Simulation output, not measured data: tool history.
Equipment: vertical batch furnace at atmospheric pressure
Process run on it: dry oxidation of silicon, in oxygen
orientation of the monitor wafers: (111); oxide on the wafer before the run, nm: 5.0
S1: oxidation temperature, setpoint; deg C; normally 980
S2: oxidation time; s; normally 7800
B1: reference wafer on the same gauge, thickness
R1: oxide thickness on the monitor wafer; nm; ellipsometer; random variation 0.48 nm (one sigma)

run	hour	S1	S2	B1	R1
1	0	980	7800	110.03	105.6
2	50.3	980	7800	110.14	104.41
3	92.6	980	7800	109.97	104.6
4	121.6	990	7800	110.05	112.94
5	183.5	990	7800	109.99	111.74
6	238.7	991	7800	109.96	112.81
7	297.9	991	7800	109.95	113.19
8	340.3	991	7800	110.21	113.04
9	410	980	7800	109.85	104.44
10	498.3	980	7800	109.93	104.92
11	553.3	974	7800	110.06	100.21
12	581	980	7800	109.94	105.25
13	649.8	980	7800	110.05	104.95
14	720.6	965	7800	110.02	94.76
15	842.3	965	7800	109.97	95.12
16	910.8	965	7800	109.97	94.17
17	953.4	973	7800	109.85	100.25
18	980	980	7800	109.94	105.46
19	1016.1	980	7800	109.97	104.59
20	1065.9	1003	6600	110.05	111.36
21	1124.9	980	7800	109.95	104.77
22	1180.4	980	5190	109.84	81.04
23	1233.9	980	7800	109.96	105.08
24	1297.2	980	7800	110.07	105.64
25	1508.8	965	6750	110.11	85.51
26	1574.3	980	7800	109.84	105.9
27	1644.6	995	5940	110.05	94.15
28	1676.5	980	11040	110.09	126.96
29	1745.8	1002	5880	109.93	100.28
30	1790.1	960	6180	109.91	75.83
31	1823.3	980	7800	109.88	101.94
32	1855	991	10110	109.97	130.39
33	1916.5	990	11580	109.96	140.33
34	1963.1	960	10800	110.03	109.29
35	2105.1	995	4260	109.96	77.69
36	2153.9	970	4740	110.22	69.43
37	2195.3	980	7800	110.09	103
38	2257	980	7800	109.99	102.49
39	2283	980	4200	110.03	68.59

Missing from the log above: 3 entries noted between runs. For each, name the pair of listed runs it sits between and say how the tool's hidden condition differs from the listed run just before to the listed run just after:
Between runs 13 and 14: gauge calibrated (hour 720.2)
  true tube temperature minus thermocouple reading, K: 4.9 -> 4.92
  measured result minus the result with no hidden state, R1: +3.49 -> +3.38 nm
Between runs 20 and 21: boat lift adjusted (hour 1124.4)
  true tube temperature minus thermocouple reading, K: 5.02 -> 5.03
  measured result minus the result with no hidden state, R1: +3.9 -> +3.57 nm
Between runs 26 and 27: thermocouples replaced and temperature profile calibrated (hour 1644.1)
  true tube temperature minus thermocouple reading, K: 5.12 -> 0.274
  measured result minus the result with no hidden state, R1: +3.68 -> +0.18 nm
